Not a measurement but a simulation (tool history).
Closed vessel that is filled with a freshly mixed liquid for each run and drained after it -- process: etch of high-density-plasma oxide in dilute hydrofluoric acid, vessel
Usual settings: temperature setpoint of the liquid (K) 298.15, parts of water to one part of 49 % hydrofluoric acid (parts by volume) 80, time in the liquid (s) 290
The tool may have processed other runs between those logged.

run     day  temperature setpoint of the liquid (K)  parts of water to one part of 49 % hydrofluoric acid (parts by volume)  time in the liquid (s)  read-back film thickness of the high-density-plasma oxide reference wafer, read on the same gauge (nm)  thickness taken off the high-density-plasma oxide on a monitor wafer (nm)
  1   0.000                                  298.15                                                                      80                     290                                                                                                   59.99                                                                      25.33
  2   0.662                                  298.15                                                                      80                     290                                                                                                   60.00                                                                      25.60
  3   1.088                                  298.15                                                                      80                     290                                                                                                   60.03                                                                      25.50
  4   1.558                                  298.15                                                                      80                     290                                                                                                   60.03                                                                      25.45
  5   2.192                                  298.15                                                                      80                     175                                                                                                   59.94                                                                      15.48
      2.238  -- thermometer replaced
  6   2.571                                  298.15                                                                      80                     175                                                                                                   59.98                                                                      15.38
  7   3.071                                  300.15                                                                      80                     290                                                                                                   59.98                                                                      27.67
  8   3.488                                  300.15                                                                      80                     290                                                                                                   60.01                                                                      27.69
  9   3.988                                  298.15                                                                      80                     290                                                                                                   59.96                                                                      25.65
 10   4.242                                  298.15                                                                     105                     290                                                                                                   60.01                                                                      18.94
 11   4.504                                  298.15                                                                     105                     290                                                                                                   60.01                                                                      18.97
 12   4.762                                  298.15                                                                     105                     290                                                                                                   60.01                                                                      18.98
      4.950  -- gauge calibrated
 13   5.308                                  301.65                                                                      80                     185                                                                                                   60.04                                                                      18.72
 14   5.592                                  301.65                                                                     115                     215                                                                                                   59.99                                                                      14.50
 15   6.129                                  298.15                                                                      80                     230                                                                                                   60.01                                                                      20.36
      6.404  -- hydrofluoric acid flow meter replaced
 16   6.429                                  296.65                                                                      55                     200                                                                                                   60.01                                                                      22.33
 17   6.829                                  295.15                                                                      65                     145                                                                                                   59.98                                                                      12.63
 18   7.450                                  301.65                                                                      80                     290                                                                                                   59.99                                                                      26.14
 19   7.712                                  298.15                                                                      80                     290                                                                                                   60.00                                                                      22.84
 20   8.017                                  296.15                                                                      40                     290                                                                                                   59.97                                                                      44.44
 21   8.283                                  298.15                                                                      80                     290                                                                                                   59.99                                                                      22.97
 22   8.579                                  296.65                                                                      65                     290                                                                                                   60.05                                                                      27.09
 23   9.112                                  298.15                                                                      80                     290                                                                                                   60.05                                                                      22.99
 24   9.633                                  301.15                                                                      60                     415                                                                                                   60.01                                                                      50.53
 25  10.308                                  298.15                                                                      55                     290                                                                                                   59.94                                                                      34.62
 26  12.125                                  298.15                                                                      80                     435                                                                                                   59.98                                                                      34.72
 27  12.625                                  296.15                                                                      55                     290                                                                                                   59.99                                                                      32.08
 28  13.371                                  300.65                                                                      80                     145                                                                                                   60.01                                                                      12.83
 29  13.804                                  296.15                                                                      40                     120                                                                                                   60.03                                                                      18.56
 30  14.112                                  300.15                                                                     105                     180                                                                                                   60.01                                                                      11.46
 31  14.500                                  299.65                                                                      80                     290                                                                                                   59.99                                                                      24.43
 32  14.975                                  300.15                                                                     105                     180                                                                                                   60.00                                                                      11.46
 33  15.471                                  298.15                                                                      80                     290                                                                                                   59.98                                                                      23.19

For each run, the measured value with the value that run would have given without the tool's hidden condition subtracted. The run-to-run variation is shared by both, the gauge scatter possibly not:
Hidden conditions of the tool in this case: liquid hotter than its thermometer reads (K); hydrofluoric acid flow above the setpoint (%); gauge reads high (%).
run  thickness taken off the high-density-plasma oxide on a monitor wafer (nm)
  1                                                                      +3.27
  2                                                                      +3.31
  3                                                                      +3.31
  4                                                                      +3.31
  5                                                                      +2.03
  6                                                                      +2.02
  7                                                                      +3.66
  8                                                                      +3.68
  9                                                                      +3.40
 10                                                                      +2.57
 11                                                                      +2.58
 12                                                                      +2.59
 13                                                                      +2.53
 14                                                                      +2.02
 15                                                                      +2.74
 16                                                                      +0.67
 17                                                                      +0.39
 18                                                                      +0.85
 19                                                                      +0.75
 20                                                                      +1.40
 21                                                                      +0.77
 22                                                                      +0.90
 23                                                                      +0.79
 24                                                                      +1.74
 25                                                                      +1.21
 26                                                                      +1.32
 27                                                                      +1.20
 28                                                                      +0.51
 29                                                                      +0.71
 30                                                                      +0.48
 31                                                                      +1.00
 32                                                                      +0.48
 33                                                                      +0.98

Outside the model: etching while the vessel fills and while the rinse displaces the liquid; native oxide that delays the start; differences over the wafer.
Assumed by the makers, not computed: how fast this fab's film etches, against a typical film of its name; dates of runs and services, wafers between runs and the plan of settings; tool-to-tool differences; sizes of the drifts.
